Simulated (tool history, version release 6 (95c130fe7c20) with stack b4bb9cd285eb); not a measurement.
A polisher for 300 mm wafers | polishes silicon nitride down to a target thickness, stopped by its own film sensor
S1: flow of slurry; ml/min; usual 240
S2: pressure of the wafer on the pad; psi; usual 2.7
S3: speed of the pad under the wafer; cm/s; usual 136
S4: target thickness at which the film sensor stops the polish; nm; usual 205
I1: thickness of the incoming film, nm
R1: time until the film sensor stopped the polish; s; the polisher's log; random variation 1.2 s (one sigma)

Run 1, hour 0.0: usual settings; I1 375.4. Result: R1 100.9 s.
Run 2, hour 26.0: usual settings but S4 238 nm; I1 382.9. Result: R1 87.7 s.
Run 3, hour 52.6: usual settings but S4 237 nm; I1 382.1. Result: R1 84.7 s.
Run 4, hour 67.9: usual settings but S4 237 nm; I1 386.2. Result: R1 89.4 s.
Run 5, hour 107.9: usual settings; I1 379.3. Result: R1 105.2 s.
Run 6, hour 140.0: usual settings; I1 379.1. Result: R1 105.3 s.
Run 7, hour 166.1: usual settings; I1 378.4. Result: R1 101.8 s.
Run 8, hour 200.4: usual settings but S1 270 ml/min, S4 159 nm; I1 373.6. Result: R1 127.7 s.
Run 9, hour 230.0: usual settings but S1 270 ml/min, S4 159 nm; I1 382.9. Result: R1 133.6 s.
Run 10, hour 247.1: usual settings but S1 190 ml/min; I1 376.5. Result: R1 108.4 s.
Run 11, hour 275.4: usual settings but S1 190 ml/min; I1 377.8. Result: R1 111.6 s.
Run 12, hour 368.3: usual settings but S3 116 cm/s; I1 382.3. Result: R1 119.5 s.
Run 13, hour 380.9: usual settings; I1 378.1. Result: R1 102.9 s.
Run 14, hour 408.1: usual settings; I1 375.2. Result: R1 101.8 s.
Run 15, hour 430.1: usual settings; I1 373.6. Result: R1 103.6 s.
Run 16, hour 455.0: usual settings; I1 374.5. Result: R1 102.1 s.
Run 17, hour 472.5: usual settings; I1 383.1. Result: R1 106.4 s.
Run 18, hour 504.0: usual settings; I1 372.6. Result: R1 99.7 s.
Run 19, hour 524.5: usual settings but S2 1.9 psi; I1 382.6. Result: R1 142.5 s.
Run 20, hour 542.8: usual settings but S3 92 cm/s, S4 246 nm; I1 376.6. Result: R1 105.5 s.
Run 21, hour 567.2: usual settings but S2 2.1 psi; I1 383.4. Result: R1 134.0 s.
Run 22, hour 598.5: usual settings but S1 275 ml/min, S2 1.9 psi; I1 381.4. Result: R1 140.8 s.
Run 23, hour 630.0: usual settings but S1 285 ml/min, S2 3.0 psi, S3 158 cm/s; I1 379.8. Result: R1 83.9 s.
Run 24, hour 661.5: usual settings; I1 374.5. Result: R1 102.9 s.
Run 25, hour 687.2: usual settings but S1 180 ml/min, S3 180 cm/s, S4 172 nm; I1 387.4. Result: R1 109.7 s.
Run 26, hour 722.9: usual settings; I1 384.6. Result: R1 111.1 s.
Run 27, hour 745.7: usual settings; I1 380.3. Result: R1 108.5 s.
Run 28, hour 767.1: usual settings but S1 190 ml/min, S3 108 cm/s; I1 387.1. Result: R1 134.7 s.
Run 29, hour 787.7: usual settings; I1 382.7. Result: R1 105.9 s.
Run 30, hour 800.4: usual settings but S1 215 ml/min, S2 3.2 psi, S3 116 cm/s; I1 380.9. Result: R1 103.8 s.
Run 31, hour 819.4: usual settings but S2 1.8 psi, S3 108 cm/s, S4 185 nm; I1 378.7. Result: R1 192.1 s.
Run 32, hour 836.7: usual settings but S1 285 ml/min, S2 1.9 psi; I1 386.6. Result: R1 144.4 s.
Run 33, hour 859.0: usual settings but S2 3.4 psi; I1 378.0. Result: R1 86.1 s.
Run 34, hour 877.0: usual settings; I1 374.7. Result: R1 100.5 s.
Run 35, hour 902.3: usual settings; I1 382.1. Result: R1 106.9 s.
Run 36, hour 919.1: usual settings; I1 380.4. Result: R1 104.5 s.

Not shown: 8 entries that the log had between the listed runs. Between which runs, and how does the tool's hidden state differ before and after?
Between runs 4 and 5: worn pad replaced by a new one (hour 85.0)
  slurry flow missing at the pad, %: 4.08 -> 5.74
  measured less the result without the state, R1: +0.4 -> +0.7 s
Between runs 10 and 11: worn pad replaced by a new one (hour 253.2)
  slurry flow missing at the pad, %: 15.6 -> 18.4
  measured less the result without the state, R1: +2.8 -> +3.6 s
Between runs 11 and 12: slurry nozzle cleaned (hour 361.0)
  slurry flow missing at the pad, %: 18.4 -> 0.0444
  measured less the result without the state, R1: +3.6 -> +0.0 s
Between runs 16 and 17: worn pad replaced by a new one (hour 468.1); head pressure recalibrated (hour 470.4)
  slurry flow missing at the pad, %: 1.47 -> 2.05
  measured less the result without the state, R1: +0.2 -> +0.2 s
Between runs 24 and 25: worn pad replaced by a new one (hour 674.5)
  slurry flow missing at the pad, %: 14.7 -> 17.3
  measured less the result without the state, R1: +2.0 -> +3.5 s
Between runs 27 and 28: slurry nozzle cleaned (hour 752.4)
  slurry flow missing at the pad, %: 24 -> 0.739
  measured less the result without the state, R1: +3.9 -> +0.2 s
Between runs 33 and 34: worn pad replaced by a new one (hour 866.7)
  slurry flow missing at the pad, %: 2.55 -> 3.22
  measured less the result without the state, R1: +0.2 -> +0.4 s
